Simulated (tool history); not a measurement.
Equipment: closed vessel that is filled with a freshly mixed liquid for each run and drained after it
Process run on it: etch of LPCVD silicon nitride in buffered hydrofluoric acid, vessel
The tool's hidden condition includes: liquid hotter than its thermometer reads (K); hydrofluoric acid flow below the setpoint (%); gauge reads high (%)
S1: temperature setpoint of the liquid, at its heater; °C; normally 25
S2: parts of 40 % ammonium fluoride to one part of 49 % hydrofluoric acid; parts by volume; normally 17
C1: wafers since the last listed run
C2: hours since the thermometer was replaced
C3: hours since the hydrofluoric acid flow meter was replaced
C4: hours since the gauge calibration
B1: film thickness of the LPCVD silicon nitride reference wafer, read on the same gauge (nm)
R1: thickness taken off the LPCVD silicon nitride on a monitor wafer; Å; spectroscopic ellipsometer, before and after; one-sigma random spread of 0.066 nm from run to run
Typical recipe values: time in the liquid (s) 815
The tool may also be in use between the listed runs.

Run 1, hour 0: usual settings but time in the liquid (s) 1115; C1 0; C2 727.8; C3 1345.8; C4 1087.6; B1 60.02. Result: R1 99.1 Å.
At hour 15.6: gauge calibrated.
Run 2, hour 32: usual settings but S2 21.5 parts by volume; C1 2669; C2 759.8; C3 1377.8; C4 16.4; B1 59.98. Result: R1 60.5 Å.
Run 3, hour 69.6: usual settings but S2 21.5 parts by volume; C1 3136; C2 797.4; C3 1415.4; C4 54; B1 59.96. Result: R1 60.9 Å.
At hour 73.7: thermometer replaced.
Run 4, hour 112: usual settings but S2 21.5 parts by volume; C1 3453; C2 38.3; C3 1457.8; C4 96.4; B1 60.01. Result: R1 54.5 Å.
Run 5, hour 139.2: usual settings but time in the liquid (s) 995; C1 2268; C2 65.5; C3 1485; C4 123.6; B1 60.01. Result: R1 80.1 Å.
Run 6, hour 184.9: usual settings but S1 28.5 °C; C1 3811; C2 111.2; C3 1530.7; C4 169.3; B1 59.99. Result: R1 79.9 Å.
Run 7, hour 363.9: usual settings but S1 28.5 °C; C1 14931; C2 290.2; C3 1709.7; C4 348.3; B1 60. Result: R1 79.7 Å.
Run 8, hour 405.7: usual settings; C1 3486; C2 332; C3 1751.5; C4 390.1; B1 60.04. Result: R1 66.5 Å.
Run 9, hour 432: usual settings; C1 2193; C2 358.3; C3 1777.8; C4 416.4; B1 60.02. Result: R1 67.3 Å.
Run 10, hour 494.9: usual settings; C1 5246; C2 421.2; C3 1840.7; C4 479.3; B1 59.99. Result: R1 67.6 Å.
Run 11, hour 539.8: usual settings but S1 23.5 °C; C1 3745; C2 466.1; C3 1885.6; C4 524.2; B1 59.98. Result: R1 62.5 Å.
Run 12, hour 570.7: usual settings; C1 2577; C2 497; C3 1916.5; C4 555.1; B1 60.02. Result: R1 68.9 Å.
Run 13, hour 619: usual settings; C1 4028; C2 545.3; C3 1964.8; C4 603.4; B1 60.03. Result: R1 68.8 Å.
Run 14, hour 650.3: usual settings; C1 2610; C2 576.6; C3 1996.1; C4 634.7; B1 60.01. Result: R1 69.2 Å.
Run 15, hour 700: usual settings but S1 23 °C; C1 4145; C2 626.3; C3 2045.8; C4 684.4; B1 59.97. Result: R1 61.2 Å.
Run 16, hour 728.4: usual settings but S1 26.5 °C; C1 2368; C2 654.7; C3 2074.2; C4 712.8; B1 60.03. Result: R1 75.7 Å.
At hour 778.1: thermometer replaced.
Run 17, hour 794: usual settings but S2 14.5 parts by volume; C1 5388; C2 15.9; C3 2139.8; C4 778.4; B1 60. Result: R1 73.8 Å.
Run 18, hour 864.3: usual settings but S1 29 °C, S2 19.5 parts by volume; C1 5863; C2 86.2; C3 2210.1; C4 848.7; B1 59.98. Result: R1 71.5 Å.
Run 19, hour 931: usual settings but S1 29.5 °C, S2 11 parts by volume, time in the liquid (s) 1070; C1 5563; C2 152.9; C3 2276.8; C4 915.4; B1 60. Result: R1 162.5 Å.
Run 20, hour 995.3: usual settings but S1 21.5 °C, S2 11 parts by volume; C1 5363; C2 217.2; C3 2341.1; C4 979.7; B1 59.98. Result: R1 82.4 Å.
Run 21, hour 1041.9: usual settings but S1 26.5 °C, S2 14.5 parts by volume, time in the liquid (s) 625; C1 3887; C2 263.8; C3 2387.7; C4 1026.3; B1 59.98. Result: R1 62.6 Å.
Run 22, hour 1085.2: usual settings but S1 20.5 °C, S2 14.5 parts by volume, time in the liquid (s) 420; C1 3611; C2 307.1; C3 2431; C4 1069.6; B1 60.03. Result: R1 31.1 Å.
At hour 1230.5: gauge calibrated.
Run 23, hour 1300.2: usual settings; C1 17933; C2 522.1; C3 2646; C4 69.7; B1 60.02. Result: R1 66.3 Å.
At hour 1461.3: thermometer replaced.
At hour 1469.8: hydrofluoric acid flow meter replaced.
Run 24, hour 1493.1: usual settings but S1 29 °C, S2 21 parts by volume, time in the liquid (s) 475; C1 15923; C2 31.8; C3 23.3; C4 262.6; B1 60.01. Result: R1 42.1 Å.
Run 25, hour 1532.8: usual settings but S1 22 °C, S2 21 parts by volume, time in the liquid (s) 680; C1 3311; C2 71.5; C3 63; C4 302.3; B1 60. Result: R1 41.1 Å.
Run 26, hour 1603.1: usual settings but time in the liquid (s) 1125; C1 5863; C2 141.8; C3 133.3; C4 372.6; B1 59.96. Result: R1 98 Å.
Run 27, hour 1653.2: usual settings but S1 21.5 °C, S2 21 parts by volume; C1 4179; C2 191.9; C3 183.4; C4 422.7; B1 59.96. Result: R1 49.3 Å.
Run 28, hour 1708.3: usual settings but S1 29 °C, time in the liquid (s) 1235; C1 4596; C2 247; C3 238.5; C4 477.8; B1 60.02. Result: R1 135.7 Å.
Run 29, hour 1757.9: usual settings but S1 20.5 °C, S2 14.5 parts by volume, time in the liquid (s) 420; C1 4137; C2 296.6; C3 288.1; C4 527.4; B1 59.99. Result: R1 33.9 Å.
Run 30, hour 1828.8: usual settings but S1 23.5 °C, time in the liquid (s) 1120; C1 5914; C2 367.5; C3 359; C4 598.3; B1 60.03. Result: R1 92.5 Å.
Run 31, hour 1949.6: usual settings but S1 21.5 °C, S2 22.5 parts by volume, time in the liquid (s) 365; C1 10076; C2 488.3; C3 479.8; C4 719.1; B1 59.99. Result: R1 21.6 Å.
Run 32, hour 1984.8: usual settings; C1 2936; C2 523.5; C3 515; C4 754.3; B1 60.02. Result: R1 73.2 Å.

Predict each of these 3 candidate next runs independently; none follows another, all start after run 32:
Run A, hour 1985.7: usual settings but S1 20 °C; C1 75; C2 524.4; C3 515.9; C4 755.2; B1 ?. Result: R1 ?.
Run B, hour 1985.7: usual settings but S1 20.5 °C, S2 11.5 parts by volume; C1 75; C2 524.4; C3 515.9; C4 755.2; B1 ?. Result: R1 ?.
Run C, hour 1985.7: usual settings but S1 30 °C, S2 15 parts by volume, time in the liquid (s) 1250; C1 75; C2 524.4; C3 515.9; C4 755.2; B1 ?. Result: R1 ?.

run     B1     R1
  A  59.99   55.8
  B  59.99   84.2
  C  59.99  165.8
With the hidden condition removed and each run's random variation left untouched, the same runs would have given:
run     R1
  A   53.4
  B   80.5
  C  159.3
